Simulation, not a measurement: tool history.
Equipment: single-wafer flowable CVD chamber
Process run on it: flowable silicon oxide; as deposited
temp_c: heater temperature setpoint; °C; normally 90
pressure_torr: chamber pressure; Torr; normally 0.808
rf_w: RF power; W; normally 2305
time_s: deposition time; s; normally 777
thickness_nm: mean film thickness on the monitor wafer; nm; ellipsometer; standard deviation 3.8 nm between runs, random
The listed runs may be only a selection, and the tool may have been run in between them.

| run | hour | temp_c | pressure_torr | rf_w | time_s | read-back reference wafer on the same gauge, thickness_nm | thickness_nm |
|---|---|---|---|---|---|---|---|
| 1 | 0.0 | 98 | 0.808 | 2305 | 777 | 784.450 | 558.815 |
| 2 | 133.2 | 90 | 0.808 | 2305 | 777 | 784.361 | 701.329 |
|  | 207.6 | gauge calibrated |
| 3 | 231.1 | 90 | 0.808 | 2305 | 777 | 785.064 | 706.380 |
| 4 | 300.2 | 90 | 0.808 | 2305 | 777 | 785.660 | 700.770 |
|  | 310.5 | RF generator calibrated |
| 5 | 378.8 | 102 | 0.808 | 2305 | 777 | 785.092 | 492.896 |
| 6 | 438.5 | 93 | 0.898 | 2305 | 777 | 786.986 | 714.206 |
| 7 | 548.8 | 93 | 0.898 | 2305 | 777 | 785.451 | 708.535 |
| 8 | 632.5 | 90 | 0.808 | 2305 | 777 | 785.165 | 700.063 |
| 9 | 684.9 | 82 | 0.631 | 2055 | 725 | 786.861 | 620.703 |
|  | 758.3 | thermocouple changed; heater temperature recalibrated |
| 10 | 787.8 | 90 | 0.808 | 2305 | 777 | 784.797 | 713.895 |
| 11 | 892.0 | 81 | 0.608 | 2595 | 777 | 784.511 | 686.860 |
| 12 | 973.4 | 90 | 0.943 | 2305 | 777 | 785.146 | 823.786 |
| 13 | 1042.5 | 90 | 0.808 | 2305 | 777 | 786.325 | 712.182 |
|  | 1052.8 | capacitance manometer re-zeroed and calibrated |
|  | 1288.3 | showerhead replaced |
| 14 | 1306.3 | 100 | 0.808 | 2305 | 730 | 784.413 | 507.993 |
| 15 | 1351.9 | 103 | 0.808 | 2590 | 777 | 785.621 | 507.328 |
| 16 | 1645.1 | 104 | 0.616 | 2305 | 777 | 784.615 | 371.508 |
|  | 1654.8 | capacitance manometer re-zeroed and calibrated, repeated, since the last time left the tool worse |
| 17 | 1702.6 | 90 | 1.000 | 2305 | 777 | 782.806 | 842.572 |
| 18 | 1751.4 | 81 | 0.961 | 2615 | 879 | 785.842 | 1195.464 |
| 19 | 1858.1 | 93 | 0.898 | 2305 | 777 | 785.274 | 697.924 |
| 20 | 1940.1 | 90 | 0.625 | 2125 | 925 | 786.572 | 622.120 |
| 21 | 1980.8 | 90 | 0.808 | 2305 | 777 | 784.347 | 681.060 |
|  | 1998.5 | RF generator calibrated |
| 22 | 2023.7 | 90 | 0.808 | 2305 | 777 | 784.409 | 692.131 |

Estimate the outcome of run 23 from the log above:
| 23 | 2124.6 | 79 | 0.729 | 2140 | 777 | ? | ? |

read-back reference wafer on the same gauge, thickness_nm: 786.252
thickness_nm: 824.038 nm
Without the tool's hidden state the same run would have given thickness_nm 821.146 nm.
